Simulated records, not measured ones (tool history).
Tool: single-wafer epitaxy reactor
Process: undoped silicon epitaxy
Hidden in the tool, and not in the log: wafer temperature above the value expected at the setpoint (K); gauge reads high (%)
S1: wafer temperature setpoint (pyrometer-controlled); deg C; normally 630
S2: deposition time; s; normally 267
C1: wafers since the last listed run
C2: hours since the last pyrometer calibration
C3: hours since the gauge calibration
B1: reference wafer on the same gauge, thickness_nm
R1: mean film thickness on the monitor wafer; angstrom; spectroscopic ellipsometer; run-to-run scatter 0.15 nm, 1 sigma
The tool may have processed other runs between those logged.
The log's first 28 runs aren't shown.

Run 29, day 87.112: usual settings; C1 266; C2 53.1; C3 699; B1 28.716. Result: R1 281.06 angstrom.
Run 30, day 90.242: usual settings; C1 393; C2 128.2; C3 774.1; B1 28.7. Result: R1 280.71 angstrom.
Run 31, day 93.358: usual settings but S1 620 deg C, S2 230 s; C1 392; C2 203; C3 848.9; B1 28.731. Result: R1 184.99 angstrom.
Run 32, day 95.842: usual settings but S2 297 s; C1 312; C2 262.6; C3 908.5; B1 28.685. Result: R1 312.45 angstrom.
Run 33, day 99.517: usual settings but S1 626 deg C, S2 283 s; C1 462; C2 350.8; C3 996.7; B1 28.71. Result: R1 266.73 angstrom.
Run 34, day 103.688: usual settings but S1 626 deg C, S2 240 s; C1 525; C2 450.9; C3 1096.8; B1 28.721. Result: R1 227.49 angstrom.
Run 35, day 105.638: usual settings but S1 623 deg C, S2 304 s; C1 245; C2 497.7; C3 1143.6; B1 28.708. Result: R1 265.53 angstrom.
Run 36, day 107.996: usual settings; C1 296; C2 554.3; C3 1200.2; B1 28.683. Result: R1 282.7 angstrom.
Run 37, day 109.817: usual settings but S1 642 deg C, S2 218 s; C1 229; C2 598; C3 1243.9; B1 28.721. Result: R1 313.58 angstrom.
Run 38, day 118.492: usual settings; C1 1092; C2 806.2; C3 1452.1; B1 28.701. Result: R1 281.93 angstrom.
Run 39, day 120.504: usual settings but S1 620 deg C, S2 221 s; C1 253; C2 854.5; C3 1500.4; B1 28.715. Result: R1 179.52 angstrom.
Run 40, day 122.208: usual settings but S1 625 deg C, S2 286 s; C1 214; C2 895.4; C3 1541.3; B1 28.704. Result: R1 262.45 angstrom.
Run 41, day 125.85: usual settings but S1 638 deg C, S2 306 s; C1 458; C2 982.8; C3 1628.7; B1 28.695. Result: R1 394.81 angstrom.
Run 42, day 130.229: usual settings but S1 625 deg C, S2 235 s; C1 551; C2 1087.9; C3 1733.8; B1 28.682. Result: R1 215.43 angstrom.
Run 43, day 132.783: usual settings; C1 321; C2 1149.2; C3 1795.1; B1 28.697. Result: R1 278.45 angstrom.
Run 44, day 136.283: usual settings; C1 440; C2 1233.2; C3 1879.1; B1 28.688. Result: R1 277.14 angstrom.
Run 45, day 137.954: usual settings; C1 210; C2 1273.3; C3 1919.2; B1 28.693. Result: R1 279.9 angstrom.

What if the next run were any one of these 5? Each begins from the tool's condition after run 45:
Run A, day 137.975: usual settings; C1 2; C2 1273.8; C3 1919.7; B1 ?. Result: R1 ?.
Run B, day 137.975: usual settings but S1 625 deg C, S2 232 s; C1 2; C2 1273.8; C3 1919.7; B1 ?. Result: R1 ?.
Run C, day 137.975: usual settings but S1 618 deg C; C1 2; C2 1273.8; C3 1919.7; B1 ?. Result: R1 ?.
Run D, day 137.975: usual settings but S1 642 deg C, S2 251 s; C1 2; C2 1273.8; C3 1919.7; B1 ?. Result: R1 ?.
Run E, day 137.975: usual settings but S1 617 deg C; C1 2; C2 1273.8; C3 1919.7; B1 ?. Result: R1 ?.

run      B1      R1
  A  28.711  277.88
  B  28.711   211.9
  C  28.711  202.55
  D  28.711  355.02
  E  28.711   197.2
Without the tool's unlogged condition, the same runs would have read:
run      R1
  A  277.88
  B   211.9
  C  202.55
  D  355.02
  E   197.2
